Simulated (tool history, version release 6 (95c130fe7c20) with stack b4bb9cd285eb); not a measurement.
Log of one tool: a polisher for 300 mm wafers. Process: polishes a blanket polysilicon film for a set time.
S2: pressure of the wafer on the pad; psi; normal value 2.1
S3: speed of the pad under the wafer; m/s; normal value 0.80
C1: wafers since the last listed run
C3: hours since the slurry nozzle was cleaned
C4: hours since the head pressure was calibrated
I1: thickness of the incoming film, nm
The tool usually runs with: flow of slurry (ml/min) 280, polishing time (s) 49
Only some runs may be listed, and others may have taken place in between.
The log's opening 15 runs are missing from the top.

Run 16, hour 1146.6: usual settings but flow of slurry (ml/min) 345, S2 1.9 psi; C1 749; wafers polished on this pad 1933; C3 599.9; C4 125.6; I1 1726.7. Result: film removed (Å) 2329.
Run 17, hour 1185.0: usual settings; C1 372; wafers polished on this pad 2305; C3 638.3; C4 164.0; I1 1747.0. Result: film removed (Å) 2507.
At hour 1197.8: slurry nozzle cleaned.
Run 18, hour 1286.7: usual settings but flow of slurry (ml/min) 350, S2 2.4 psi, S3 0.54 m/s; C1 976; wafers polished on this pad 3281; C3 88.9; C4 265.7; I1 1707.5. Result: film removed (Å) 2287.
Run 19, hour 1342.4: usual settings but S3 0.90 m/s, polishing time (s) 54; C1 539; wafers polished on this pad 3821; C3 144.6; C4 321.4; I1 1761.7. Result: film removed (Å) 3007.
Run 20, hour 1388.7: usual settings but flow of slurry (ml/min) 375, S2 2.4 psi, S3 0.54 m/s, polishing time (s) 63; C1 448; wafers polished on this pad 4270; C3 190.9; C4 367.7; I1 1734.1. Result: film removed (Å) 2949.
Run 21, hour 1430.9: usual settings but S3 1.00 m/s, polishing time (s) 38; C1 409; wafers polished on this pad 4679; C3 233.1; C4 409.9; I1 1738.0. Result: film removed (Å) 2238.
Run 22, hour 1506.7: usual settings but flow of slurry (ml/min) 220; C1 734; wafers polished on this pad 5414; C3 308.9; C4 485.7; I1 1734.9. Result: film removed (Å) 2283.
Run 23, hour 1607.3: usual settings; C1 975; wafers polished on this pad 6389; C3 409.5; C4 586.3; I1 1702.5. Result: film removed (Å) 2423.
Run 24, hour 1668.6: usual settings but flow of slurry (ml/min) 230; C1 594; wafers polished on this pad 6983; C3 470.8; C4 647.6; I1 1764.0. Result: film removed (Å) 2323.
Run 25, hour 1737.7: usual settings but flow of slurry (ml/min) 190, S3 1.06 m/s, polishing time (s) 39; C1 669; wafers polished on this pad 7653; C3 539.9; C4 716.7; I1 1734.7. Result: film removed (Å) 2134.
At hour 1789.8: worn pad replaced by a new one.
At hour 1806.2: head pressure recalibrated.
Run 26, hour 1829.1: usual settings but S3 0.62 m/s, polishing time (s) 34; C1 827; wafers polished on this pad 361; C3 631.3; C4 22.9; I1 1731.2. Result: film removed (Å) 1493.
At hour 1857.9: slurry nozzle cleaned.
Run 27, hour 1903.7: usual settings but S2 1.7 psi, S3 1.00 m/s, polishing time (s) 60; C1 713; wafers polished on this pad 1075; C3 45.8; C4 97.5; I1 1751.3. Result: film removed (Å) 2989.
Run 28, hour 1961.0: usual settings but flow of slurry (ml/min) 350, S2 1.4 psi, S3 0.70 m/s, polishing time (s) 60; C1 555; wafers polished on this pad 1630; C3 103.1; C4 154.8; I1 1725.7. Result: film removed (Å) 1961.
Run 29, hour 2112.6: usual settings but flow of slurry (ml/min) 195, S2 2.3 psi, S3 0.70 m/s, polishing time (s) 57; C1 1469; wafers polished on this pad 3099; C3 254.7; C4 306.4; I1 1738.4. Result: film removed (Å) 2803.
Run 30, hour 2200.3: usual settings but flow of slurry (ml/min) 195, S3 0.62 m/s; C1 850; wafers polished on this pad 3950; C3 342.4; C4 394.1; I1 1700.3. Result: film removed (Å) 1953.
Run 31, hour 2288.4: usual settings; C1 853; wafers polished on this pad 4803; C3 430.5; C4 482.2; I1 1733.3. Result: film removed (Å) 2415.
At hour 2529.3: head pressure recalibrated.
At hour 2535.1: worn pad replaced by a new one.
Run 32, hour 2591.8: usual settings but flow of slurry (ml/min) 345; C1 2882; wafers polished on this pad 549; C3 733.9; C4 62.5; I1 1735.8. Result: film removed (Å) 2606.
At hour 2644.1: slurry nozzle cleaned.
Run 33, hour 2662.5: usual settings but flow of slurry (ml/min) 345, S3 0.92 m/s, polishing time (s) 55; C1 675; wafers polished on this pad 1224; C3 18.4; C4 133.2; I1 1752.8. Result: film removed (Å) 3229.
Run 34, hour 2765.0: usual settings but flow of slurry (ml/min) 345, S2 1.9 psi; C1 993; wafers polished on this pad 2218; C3 120.9; C4 235.7; I1 1753.6. Result: film removed (Å) 2317.
Run 35, hour 2840.2: usual settings but S3 1.06 m/s, polishing time (s) 39; C1 728; wafers polished on this pad 2947; C3 196.1; C4 310.9; I1 1707.8. Result: film removed (Å) 2466.
Run 36, hour 2877.7: usual settings but flow of slurry (ml/min) 220; C1 363; wafers polished on this pad 3310; C3 233.6; C4 348.4; I1 1732.1. Result: film removed (Å) 2444.
Run 37, hour 2971.1: usual settings but S2 1.8 psi; C1 905; wafers polished on this pad 4215; C3 327.0; C4 441.8; I1 1745.2. Result: film removed (Å) 2125.

Forecast each of these 4 alternatives for the next run:
Run A, hour 2971.5: usual settings but polishing time (s) 55; C1 3; wafers polished on this pad 4219; C3 327.4; C4 442.2; I1 1716.4. Result: film removed (Å) ?.
Run B, hour 2971.5: usual settings but S3 1.00 m/s, polishing time (s) 34; C1 3; wafers polished on this pad 4219; C3 327.4; C4 442.2; I1 1716.4. Result: film removed (Å) ?.
Run C, hour 2971.5: usual settings but flow of slurry (ml/min) 315, polishing time (s) 40; C1 3; wafers polished on this pad 4219; C3 327.4; C4 442.2; I1 1716.4. Result: film removed (Å) ?.
Run D, hour 2971.5: usual settings but flow of slurry (ml/min) 200, S2 1.6 psi; C1 3; wafers polished on this pad 4219; C3 327.4; C4 442.2; I1 1716.4. Result: film removed (Å) ?.

run  film removed (Å)
  A              2782
  B              2025
  C              2047
  D              1809
With no hidden state in the tool, these same runs would have given:
run  film removed (Å)
  A              2897
  B              2109
  C              2132
  D              1884
